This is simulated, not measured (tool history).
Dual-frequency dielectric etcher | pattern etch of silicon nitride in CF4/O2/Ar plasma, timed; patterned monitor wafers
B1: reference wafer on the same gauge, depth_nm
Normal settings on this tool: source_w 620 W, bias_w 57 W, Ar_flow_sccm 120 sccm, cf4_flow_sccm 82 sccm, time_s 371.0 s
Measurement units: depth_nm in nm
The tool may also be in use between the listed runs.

Run 1, hour 0.0: usual settings; B1 804.0. Result: depth_nm 829.9 nm.
Run 2, hour 11.8: usual settings; B1 804.0. Result: depth_nm 832.7 nm.
Run 3, hour 18.6: usual settings; B1 804.2. Result: depth_nm 832.9 nm.
Run 4, hour 26.5: usual settings; B1 804.3. Result: depth_nm 833.7 nm.
Run 5, hour 35.3: usual settings; B1 803.3. Result: depth_nm 832.0 nm.
Run 6, hour 60.3: usual settings; B1 803.4. Result: depth_nm 837.3 nm.
Run 7, hour 61.6: usual settings; B1 804.0. Result: depth_nm 832.8 nm.
Run 8, hour 78.7: usual settings; B1 803.8. Result: depth_nm 839.3 nm.
Run 9, hour 86.7: usual settings but source_w 670 W, bias_w 63 W, Ar_flow_sccm 141 sccm, time_s 410.5 s; B1 804.1. Result: depth_nm 992.1 nm.
Run 10, hour 98.1: usual settings; B1 804.3. Result: depth_nm 837.6 nm.
Run 11, hour 108.5: usual settings but Ar_flow_sccm 139 sccm; B1 804.4. Result: depth_nm 824.3 nm.
Run 12, hour 136.2: usual settings but source_w 520 W, bias_w 53 W, Ar_flow_sccm 143 sccm, cf4_flow_sccm 70 sccm; B1 803.9. Result: depth_nm 667.5 nm.
Run 13, hour 136.6: usual settings but source_w 740 W, bias_w 65 W; B1 804.0. Result: depth_nm 967.2 nm.
Run 14, hour 137.1: usual settings but source_w 460 W, Ar_flow_sccm 133 sccm; B1 804.1. Result: depth_nm 657.5 nm.
Run 15, hour 150.4: usual settings but bias_w 62 W; B1 804.3. Result: depth_nm 841.7 nm.
Run 16, hour 159.7: usual settings but bias_w 46 W, Ar_flow_sccm 138 sccm, cf4_flow_sccm 75 sccm, time_s 422.5 s; B1 804.5. Result: depth_nm 834.8 nm.
Run 17, hour 172.9: usual settings; B1 803.3. Result: depth_nm 818.1 nm.

Withheld: 7 entries from between the runs. Position of each, and hidden state at the listed run before versus the listed run after:
Runs 5 to 6: upper electrode replaced (hour 59.8)
  etch rate over this chamber's usual, %: 2.06 -> 2.32
  measured less the result without the state, depth_nm: +16.8 -> +19.0 nm
Runs 7 to 8: CF4 flow controller replaced (hour 78.4)
  etch rate over this chamber's usual, %: 2.33 -> 2.51
  measured less the result without the state, depth_nm: +18.9 -> +20.6 nm
Runs 11 to 12: gauge calibrated (hour 114.3); wet clean of the chamber (hour 132.8); source power generator calibrated (hour 133.4); bias power generator calibrated (hour 134.3); Ar flow controller replaced (hour 135.7)
  etch rate over this chamber's usual, %: 2.82 -> -0.154
  measured less the result without the state, depth_nm: +22.6 -> -1.0 nm
